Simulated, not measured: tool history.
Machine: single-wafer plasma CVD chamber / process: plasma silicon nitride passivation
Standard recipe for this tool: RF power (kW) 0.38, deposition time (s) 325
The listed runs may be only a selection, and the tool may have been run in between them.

run,hour,RF power (kW),deposition time (s),"read-back reference wafer on the same gauge, thickness_nm",mean film thickness on the monitor wafer (angstrom)
1,0,0.36,325,472.619,4602.64
2,45.8,0.38,325,471.71,4667.8
3,147.5,0.38,325,472.288,4672.5
4,192.4,0.38,354,472.04,5075.85
# hour 261.8: RF generator calibrated
5,280.6,0.38,354,472.089,5153.78
6,323.1,0.38,354,471.991,5204.01
# hour 338.1: showerhead replaced
7,387.9,0.38,325,472.147,4749.59
# hour 431.3: gauge calibrated
8,470.6,0.345,345,471.976,4837.16
9,559.6,0.38,325,472.098,4739.87
10,608.9,0.38,307,471.627,4503.46
11,686.6,0.355,386,472.211,5461.46
12,726.8,0.38,325,471.445,4778.86
13,781.4,0.455,284,471.924,4490.62
14,865.3,0.4,308,472.619,4616.87

Each row is a separate what-if for the run after 14, all from the same tool condition, not one after another. Results?
A,865.8,0.445,325,?,?
B,865.8,0.315,291,?,?
C,865.8,0.405,325,?,?

run,"read-back reference wafer on the same gauge, thickness_nm",mean film thickness on the monitor wafer (angstrom)
A,472.059,5081.97
B,472.059,3873.13
C,472.059,4877.61
Stripped of hidden state, with their random variation kept, the same runs would have yielded:
run,mean film thickness on the monitor wafer (angstrom)
A,5134.78
B,3913.37
C,4928.3

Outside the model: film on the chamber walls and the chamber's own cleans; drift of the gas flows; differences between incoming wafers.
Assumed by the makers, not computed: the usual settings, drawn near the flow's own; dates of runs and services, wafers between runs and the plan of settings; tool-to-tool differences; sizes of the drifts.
